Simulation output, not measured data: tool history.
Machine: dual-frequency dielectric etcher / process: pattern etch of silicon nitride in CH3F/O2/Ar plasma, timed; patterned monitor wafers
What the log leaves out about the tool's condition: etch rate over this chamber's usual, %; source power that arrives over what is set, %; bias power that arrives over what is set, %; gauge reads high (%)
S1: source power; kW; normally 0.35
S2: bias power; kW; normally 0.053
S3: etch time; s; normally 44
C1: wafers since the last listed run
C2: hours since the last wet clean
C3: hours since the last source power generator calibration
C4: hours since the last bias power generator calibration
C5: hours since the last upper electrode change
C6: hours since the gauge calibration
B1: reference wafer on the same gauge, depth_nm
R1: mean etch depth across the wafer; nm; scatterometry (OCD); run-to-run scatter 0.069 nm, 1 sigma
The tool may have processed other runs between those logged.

run     day    S1     S2    S3    C1     C2      C3      C4      C5     C6     B1     R1
  1       0  0.35  0.053    44     0  391.3  2501.3  3462.2  3852.1  361.1  24.01  29.28
      0.333  -- gauge calibrated
  2   0.533  0.35  0.053    44   182  404.1  2514.1    3475  3864.9    4.8  24.02  29.34
  3   2.475  0.35  0.053    44   665  450.7  2560.7  3521.6  3911.5   51.4  23.97  29.28
  4   3.192  0.35  0.053    44   245  467.9  2577.9  3538.8  3928.7   68.6  24.01  29.32
  5   3.896  0.35  0.053    44   241  484.8  2594.8  3555.7  3945.6   85.5  24.02  29.35
  6   4.679  0.35  0.059    37   268  503.6  2613.6  3574.5  3964.4  104.3  24.01  25.88
  7     5.7  0.35  0.059    37   349  528.1  2638.1    3599  3988.9  128.8     24  25.81
  8   6.604  0.35  0.059    37   309  549.8  2659.8  3620.7  4010.6  150.5     24  25.75
  9   7.221  0.35  0.053    44   211  564.6  2674.6  3635.5  4025.4  165.3  23.99  29.36
      8.279  -- source power generator calibrated
      9.142  -- wet clean of the chamber
 10   9.162  0.35  0.053    44   312    0.5    21.2  3682.1    4072  211.9     24  29.28
 11    9.65  0.35  0.053    44   167   12.2    32.9  3693.8  4083.7  223.6  24.02  29.29
 12  10.829  0.35  0.053    44   404   40.5    61.2  3722.1    4112  251.9  24.04  29.24
 13  12.058  0.43  0.049  56.5   421     70    90.7  3751.6  4141.5  281.4  24.02  41.03
     12.812  -- bias power generator calibrated
 14  13.442  0.35  0.053    44   416  103.2   123.9    15.1  4174.7  314.6  23.98  29.26
 15  14.575  0.35  0.053    44   388  130.4   151.1    42.3  4201.9  341.8  24.01  29.25
     15.004  -- gauge calibrated
     16.421  -- upper electrode replaced
 16  16.442  0.26  0.048    53   297  175.2   195.9    87.1     0.5   34.5  24.01  27.65
 17   16.75  0.35  0.053  53.5   105  182.6   203.3    94.5     7.9   41.9     24  35.59
 18  21.196  0.43  0.049  56.5  1523  289.3     310   201.2   114.6  148.6  24.02  41.22
 19  22.354  0.37  0.049    36   396  317.1   337.8     229   142.4  176.4  23.99   23.9
 20  23.483  0.38  0.053    44   386  344.2   364.9   256.1   169.5  203.5     24  30.68
 21  24.221  0.38  0.063  38.5   252  361.9   382.6   273.8   187.2  221.2     24  28.97
 22  24.829  0.35  0.053    37   208  376.5   397.2   288.4   201.8  235.8  24.02  24.58
 23  25.675  0.27  0.045    32   289  396.8   417.5   308.7   222.1  256.1  24.02  16.62
 24  26.929  0.39   0.04  38.5   429  426.9   447.6   338.8   252.2  286.2  23.99  24.41

Each row is a separate what-if for the run after 24, all from the same tool condition, not one after another. Results?
  A  26.946  0.35  0.062    44   5  427.3  448  339.2  252.6  286.6   ?   ?
  B  26.946  0.32  0.044  31.5   5  427.3  448  339.2  252.6  286.6   ?   ?
  C  26.946  0.35   0.06  33.5   5  427.3  448  339.2  252.6  286.6   ?   ?
  D  26.946  0.26  0.053    44   5  427.3  448  339.2  252.6  286.6   ?   ?
  E  26.946  0.42  0.053  38.5   5  427.3  448  339.2  252.6  286.6   ?   ?

run     B1     R1
  A  24.01  31.25
  B  24.01  18.27
  C  24.01  23.46
  D  24.01  23.85
  E  24.01  28.51
With no hidden state in the tool, these same runs would have given:
run     R1
  A  31.25
  B  18.27
  C  23.46
  D  23.85
  E  28.51
